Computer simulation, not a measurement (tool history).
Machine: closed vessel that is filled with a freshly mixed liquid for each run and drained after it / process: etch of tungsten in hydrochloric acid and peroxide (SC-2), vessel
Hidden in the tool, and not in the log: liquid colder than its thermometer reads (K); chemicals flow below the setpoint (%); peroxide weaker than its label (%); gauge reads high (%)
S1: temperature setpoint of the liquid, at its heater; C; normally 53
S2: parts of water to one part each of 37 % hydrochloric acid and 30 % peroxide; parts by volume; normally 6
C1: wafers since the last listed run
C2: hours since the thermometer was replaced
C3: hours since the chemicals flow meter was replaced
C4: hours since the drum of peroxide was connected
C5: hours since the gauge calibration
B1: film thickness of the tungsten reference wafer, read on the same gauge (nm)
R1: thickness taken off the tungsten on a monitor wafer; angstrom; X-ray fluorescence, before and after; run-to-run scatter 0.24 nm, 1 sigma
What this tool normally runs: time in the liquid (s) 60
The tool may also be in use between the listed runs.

Run 1, hour 0: usual settings; C1 0; C2 1700.5; C3 933; C4 227.1; C5 238; B1 80.01. Result: R1 373.7 angstrom.
Run 2, hour 12.6: usual settings; C1 1189; C2 1713.1; C3 945.6; C4 239.7; C5 250.6; B1 80. Result: R1 372.5 angstrom.
Run 3, hour 32.1: usual settings; C1 1841; C2 1732.6; C3 965.1; C4 259.2; C5 270.1; B1 79.98. Result: R1 371.6 angstrom.
Run 4, hour 49.5: usual settings; C1 1643; C2 1750; C3 982.5; C4 276.6; C5 287.5; B1 79.98. Result: R1 371.5 angstrom.
Run 5, hour 58: usual settings but S2 4 parts by volume; C1 802; C2 1758.5; C3 991; C4 285.1; C5 296; B1 80.02. Result: R1 492.3 angstrom.
Run 6, hour 72.1: usual settings; C1 1331; C2 1772.6; C3 1005.1; C4 299.2; C5 310.1; B1 79.98. Result: R1 367 angstrom.
Run 7, hour 87.7: usual settings but time in the liquid (s) 65; C1 1473; C2 1788.2; C3 1020.7; C4 314.8; C5 325.7; B1 79.99. Result: R1 401.4 angstrom.
At hour 90: gauge calibrated.
Run 8, hour 103.5: usual settings but time in the liquid (s) 65; C1 1492; C2 1804; C3 1036.5; C4 330.6; C5 13.5; B1 80.01. Result: R1 406.2 angstrom.
Run 9, hour 120.8: usual settings but time in the liquid (s) 65; C1 1633; C2 1821.3; C3 1053.8; C4 347.9; C5 30.8; B1 79.98. Result: R1 400.6 angstrom.
Run 10, hour 131: usual settings; C1 963; C2 1831.5; C3 1064; C4 358.1; C5 41; B1 80.02. Result: R1 370 angstrom.
Run 11, hour 140.3: usual settings but S2 8 parts by volume; C1 878; C2 1840.8; C3 1073.3; C4 367.4; C5 50.3; B1 80.02. Result: R1 299.2 angstrom.
Run 12, hour 148: usual settings but S1 58 C, S2 8 parts by volume; C1 727; C2 1848.5; C3 1081; C4 375.1; C5 58; B1 79.98. Result: R1 407.4 angstrom.
Run 13, hour 155.4: usual settings but S2 7 parts by volume, time in the liquid (s) 40; C1 698; C2 1855.9; C3 1088.4; C4 382.5; C5 65.4; B1 80. Result: R1 219.5 angstrom.
Run 14, hour 163.4: usual settings; C1 755; C2 1863.9; C3 1096.4; C4 390.5; C5 73.4; B1 80. Result: R1 372.4 angstrom.
At hour 167.5: chemicals flow meter replaced.
At hour 169.5: thermometer replaced.
Run 15, hour 173.1: usual settings but S1 44 C, time in the liquid (s) 30; C1 727; C2 3.6; C3 5.6; C4 400.2; C5 83.1; B1 80. Result: R1 101 angstrom.
Run 16, hour 179.4: usual settings; C1 594; C2 9.9; C3 11.9; C4 406.5; C5 89.4; B1 79.99. Result: R1 372.6 angstrom.
Run 17, hour 194.4: usual settings but S1 50 C; C1 1416; C2 24.9; C3 26.9; C4 421.5; C5 104.4; B1 79.97. Result: R1 301.4 angstrom.
At hour 201.4: new drum of peroxide connected.
Run 18, hour 210.8: usual settings but S1 44.5 C, S2 4.5 parts by volume, time in the liquid (s) 45; C1 1454; C2 41.3; C3 43.3; C4 9.4; C5 120.8; B1 79.99. Result: R1 193.3 angstrom.
Run 19, hour 225.7: usual settings; C1 1407; C2 56.2; C3 58.2; C4 24.3; C5 135.7; B1 80.01. Result: R1 372.6 angstrom.
Run 20, hour 233.3: usual settings but S2 5 parts by volume; C1 717; C2 63.8; C3 65.8; C4 31.9; C5 143.3; B1 80. Result: R1 425.1 angstrom.
Run 21, hour 243.3: usual settings but S1 60.5 C, S2 4 parts by volume; C1 944; C2 73.8; C3 75.8; C4 41.9; C5 153.3; B1 80. Result: R1 793.8 angstrom.
Run 22, hour 261: usual settings but S2 5 parts by volume; C1 1671; C2 91.5; C3 93.5; C4 59.6; C5 171; B1 80.02. Result: R1 423 angstrom.
Run 23, hour 267.6: usual settings but S1 61 C, S2 7.5 parts by volume; C1 623; C2 98.1; C3 100.1; C4 66.2; C5 177.6; B1 79.99. Result: R1 522.8 angstrom.

Forecast each of these 5 alternatives for the next run:
Run A, hour 268.3: usual settings but S1 44.5 C; C1 66; C2 98.8; C3 100.8; C4 66.9; C5 178.3; B1 ?. Result: R1 ?.
Run B, hour 268.3: usual settings but S1 49 C, S2 8 parts by volume, time in the liquid (s) 75; C1 66; C2 98.8; C3 100.8; C4 66.9; C5 178.3; B1 ?. Result: R1 ?.
Run C, hour 268.3: usual settings but S2 8 parts by volume, time in the liquid (s) 30; C1 66; C2 98.8; C3 100.8; C4 66.9; C5 178.3; B1 ?. Result: R1 ?.
Run D, hour 268.3: usual settings but S1 60.5 C, S2 7.5 parts by volume, time in the liquid (s) 45; C1 66; C2 98.8; C3 100.8; C4 66.9; C5 178.3; B1 ?. Result: R1 ?.
Run E, hour 268.3: usual settings but S1 48 C, S2 8 parts by volume, time in the liquid (s) 30; C1 66; C2 98.8; C3 100.8; C4 66.9; C5 178.3; B1 ?. Result: R1 ?.

run  B1     R1
  A  80  208.6
  B  80  283.3
  C  80  147.7
  D  80  376.8
  E  80  105.9
Without the tool's hidden state the same runs would have given:
run     R1
  A  208.6
  B  283.3
  C  147.7
  D  376.8
  E  105.9
